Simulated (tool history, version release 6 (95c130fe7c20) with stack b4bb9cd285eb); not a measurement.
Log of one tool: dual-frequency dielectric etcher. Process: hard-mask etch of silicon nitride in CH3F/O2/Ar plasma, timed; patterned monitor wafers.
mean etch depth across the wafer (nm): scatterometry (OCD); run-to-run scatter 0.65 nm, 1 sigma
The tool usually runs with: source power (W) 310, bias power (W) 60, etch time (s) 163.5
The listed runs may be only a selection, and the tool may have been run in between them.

run    hour  source power (W)  bias power (W)  etch time (s)  read-back reference wafer on the same gauge, depth_nm  mean etch depth across the wafer (nm)
  1     0.0               310              60          163.5                                                  103.0                                   90.0
  2    87.8               310              60          163.5                                                  102.6                                   91.5
  3   168.4               310              69          131.0                                                  102.4                                   75.0
  4   259.7               310              70          163.5                                                  102.1                                   92.9
  5   323.2               310              70          163.5                                                  102.3                                   93.9
  6   441.8               310              70          163.5                                                  102.4                                   92.5
  7   524.3               310              72          163.5                                                  101.8                                   93.4
  8   743.2               310              60          163.5                                                  101.1                                   88.8
  9   830.7               310              60          163.5                                                  101.3                                   89.0
 10   897.1               240              50          194.0                                                  101.0                                   88.8
 11   984.3               310              60          163.5                                                  108.1                                   94.2
 12  1042.8               390              51          163.5                                                  107.8                                  104.0
 13  1355.4               280              47          163.5                                                  107.5                                   85.9
 14  1420.8               340              48          185.0                                                  107.0                                  108.5
 15  1740.0               250              60          182.0                                                  106.5                                   93.6
 16  1822.4               280              47          163.5                                                  106.7                                   85.0
 17  1872.7               260              60          163.5                                                  106.6                                   85.5
 18  1917.0               310              60          163.5                                                  106.7                                   93.1
 19  1965.2               260              48          201.5                                                  105.8                                  100.2
 20  2004.4               340              70          116.0                                                  106.1                                   71.8
 21  2085.9               360              65          120.0                                                  105.7                                   75.3
 22  2116.7               270              60          163.5                                                  105.6                                   85.7
 23  2181.7               310              72          146.5                                                  105.6                                   86.4
 24  2504.3               360              65          120.0                                                  104.9                                   73.9
 25  2549.5               370              60          197.5                                                  105.0                                  122.4
 26  2628.9               310              60          163.5                                                  104.8                                   94.0
 27  2731.9               310              49          204.5                                                  104.5                                  110.7
 28  2832.8               310              47          163.5                                                  104.7                                   87.7

Removed from this log: 8 entries logged between the listed runs. Between which two listed runs does each belong, and how does the tool's hidden state at the listed run before it compare with that at the listed run after it?
Logged between run 5 and run 6: wet clean of the chamber (hour 439.0)
  gauge reads high (%): -5.74 -> -5.96
  measured minus no-state result, mean etch depth across the wafer (nm): -5.8 -> -5.9
Logged between run 10 and run 11: source power generator calibrated (hour 922.7); gauge calibrated (hour 959.9)
  gauge reads high (%): -6.8 -> -0.26
  measured minus no-state result, mean etch depth across the wafer (nm): -6.5 -> -0.2
Logged between run 12 and run 13: wet clean of the chamber (hour 1258.5); upper electrode replaced (hour 1297.2)
  gauge reads high (%): -0.368 -> -0.945
  measured minus no-state result, mean etch depth across the wafer (nm): -0.3 -> -0.8
Logged between run 14 and run 15: bias power generator calibrated (hour 1476.8)
  gauge reads high (%): -1.07 -> -1.65
  measured minus no-state result, mean etch depth across the wafer (nm): -1.1 -> -1.6
Logged between run 20 and run 21: wet clean of the chamber (hour 2085.4)
  gauge reads high (%): -2.14 -> -2.29
  measured minus no-state result, mean etch depth across the wafer (nm): -1.5 -> -1.7
Logged between run 26 and run 27: wet clean of the chamber (hour 2728.2)
  gauge reads high (%): -3.29 -> -3.48
  measured minus no-state result, mean etch depth across the wafer (nm): -3.2 -> -4.0

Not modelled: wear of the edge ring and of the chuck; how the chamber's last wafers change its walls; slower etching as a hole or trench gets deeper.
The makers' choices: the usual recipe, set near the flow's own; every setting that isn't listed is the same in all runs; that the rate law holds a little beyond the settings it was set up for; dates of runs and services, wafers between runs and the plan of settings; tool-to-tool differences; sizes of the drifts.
